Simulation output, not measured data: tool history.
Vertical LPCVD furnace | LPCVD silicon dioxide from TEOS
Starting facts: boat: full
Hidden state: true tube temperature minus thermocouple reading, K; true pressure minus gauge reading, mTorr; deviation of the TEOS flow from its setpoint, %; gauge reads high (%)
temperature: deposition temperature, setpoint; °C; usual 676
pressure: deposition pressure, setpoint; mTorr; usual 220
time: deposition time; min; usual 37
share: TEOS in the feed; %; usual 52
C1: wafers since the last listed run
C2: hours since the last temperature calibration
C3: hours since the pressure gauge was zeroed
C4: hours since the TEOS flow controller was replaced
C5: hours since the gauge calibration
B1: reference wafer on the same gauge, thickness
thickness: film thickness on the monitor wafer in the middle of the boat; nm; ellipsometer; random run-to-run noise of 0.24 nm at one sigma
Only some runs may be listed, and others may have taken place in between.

{"run": 1, "day": 0.0, "temperature": 676, "pressure": 220, "time": 37, "share": 52, "C1": 0, "C2": 2219.2, "C3": 2660.9, "C4": 1914.2, "C5": 263.7, "B1": 122.02, "thickness": 116.82}
{"run": 2, "day": 7.754, "temperature": 676, "pressure": 220, "time": 37, "share": 52, "C1": 4370, "C2": 2405.3, "C3": 2847, "C4": 2100.3, "C5": 449.8, "B1": 121.9, "thickness": 116.45}
{"run": 3, "day": 10.746, "temperature": 676, "pressure": 220, "time": 45.5, "share": 58, "C1": 1686, "C2": 2477.1, "C3": 2918.8, "C4": 2172.1, "C5": 521.6, "B1": 121.98, "thickness": 151.67}
{"day": 21.462, "done": "gauge calibrated"}
{"day": 21.908, "done": "pressure gauge zeroed"}
{"day": 22.233, "done": "thermocouples replaced and temperature profile calibrated"}
{"run": 4, "day": 22.254, "temperature": 676, "pressure": 220, "time": 37, "share": 52, "C1": 5739, "C2": 0.5, "C3": 8.3, "C4": 2448.3, "C5": 19, "B1": 121.97, "thickness": 115.74}
{"day": 25.729, "done": "TEOS flow controller replaced"}
{"run": 5, "day": 26.279, "temperature": 676, "pressure": 185, "time": 37, "share": 45, "C1": 1704, "C2": 97.1, "C3": 104.9, "C4": 13.2, "C5": 115.6, "B1": 122.07, "thickness": 98.86}
{"run": 6, "day": 28.104, "temperature": 676, "pressure": 255, "time": 37, "share": 52, "C1": 1028, "C2": 140.9, "C3": 148.7, "C4": 57, "C5": 159.4, "B1": 121.99, "thickness": 125.01}
{"run": 7, "day": 30.238, "temperature": 676, "pressure": 255, "time": 37, "share": 52, "C1": 1202, "C2": 192.1, "C3": 199.9, "C4": 108.2, "C5": 210.6, "B1": 122.04, "thickness": 124.72}
{"run": 8, "day": 33.854, "temperature": 667, "pressure": 220, "time": 37, "share": 61, "C1": 2038, "C2": 278.9, "C3": 286.7, "C4": 195, "C5": 297.4, "B1": 121.94, "thickness": 100.74}
{"run": 9, "day": 37.55, "temperature": 676, "pressure": 220, "time": 37, "share": 52, "C1": 2082, "C2": 367.6, "C3": 375.4, "C4": 283.7, "C5": 386.1, "B1": 122.14, "thickness": 116.14}
{"run": 10, "day": 39.208, "temperature": 685, "pressure": 220, "time": 37, "share": 61, "C1": 934, "C2": 407.4, "C3": 415.2, "C4": 323.5, "C5": 425.9, "B1": 122.08, "thickness": 156.57}
{"run": 11, "day": 43.321, "temperature": 668, "pressure": 220, "time": 33.5, "share": 57, "C1": 2317, "C2": 506.1, "C3": 513.9, "C4": 422.2, "C5": 524.6, "B1": 122, "thickness": 90.45}
{"run": 12, "day": 47.738, "temperature": 687, "pressure": 220, "time": 24.5, "share": 59, "C1": 2489, "C2": 612.1, "C3": 619.9, "C4": 528.2, "C5": 630.6, "B1": 121.93, "thickness": 106.42}
{"run": 13, "day": 50.912, "temperature": 670, "pressure": 240, "time": 37, "share": 52, "C1": 1789, "C2": 688.3, "C3": 696.1, "C4": 604.4, "C5": 706.8, "B1": 122.07, "thickness": 104.62}
{"day": 51.217, "done": "gauge calibrated"}
{"run": 14, "day": 53.308, "temperature": 676, "pressure": 220, "time": 37, "share": 52, "C1": 1350, "C2": 745.8, "C3": 753.6, "C4": 661.9, "C5": 50.2, "B1": 122.03, "thickness": 116.04}
{"run": 15, "day": 55.408, "temperature": 676, "pressure": 265, "time": 37, "share": 52, "C1": 1183, "C2": 796.2, "C3": 804, "C4": 712.3, "C5": 100.6, "B1": 121.96, "thickness": 127.47}

Alternative continuations, all from the tool just after run 15; predict every row:
{"run": "A", "day": 55.571, "temperature": 676, "pressure": 220, "time": 37, "share": 58, "C1": 91, "C2": 800.1, "C3": 807.9, "C4": 716.2, "C5": 104.5, "B1": "?", "thickness": "?"}
{"run": "B", "day": 55.571, "temperature": 669, "pressure": 220, "time": 37, "share": 52, "C1": 91, "C2": 800.1, "C3": 807.9, "C4": 716.2, "C5": 104.5, "B1": "?", "thickness": "?"}
{"run": "C", "day": 55.571, "temperature": 676, "pressure": 255, "time": 42, "share": 52, "C1": 91, "C2": 800.1, "C3": 807.9, "C4": 716.2, "C5": 104.5, "B1": "?", "thickness": "?"}
{"run": "D", "day": 55.571, "temperature": 664, "pressure": 220, "time": 37, "share": 44, "C1": 91, "C2": 800.1, "C3": 807.9, "C4": 716.2, "C5": 104.5, "B1": "?", "thickness": "?"}
{"run": "E", "day": 55.571, "temperature": 681, "pressure": 270, "time": 50, "share": 45, "C1": 91, "C2": 800.1, "C3": 807.9, "C4": 716.2, "C5": 104.5, "B1": "?", "thickness": "?"}

run=A B1=122.02 thickness=122.66
run=B B1=122.02 thickness=97.75
run=C B1=122.02 thickness=141.96
run=D B1=122.02 thickness=79.38
run=E B1=122.02 thickness=182.7
Without the tool's unlogged condition, the same runs would have read:
run=A thickness=121.72
run=B thickness=96.99
run=C thickness=140.85
run=D thickness=78.75
run=E thickness=181.27

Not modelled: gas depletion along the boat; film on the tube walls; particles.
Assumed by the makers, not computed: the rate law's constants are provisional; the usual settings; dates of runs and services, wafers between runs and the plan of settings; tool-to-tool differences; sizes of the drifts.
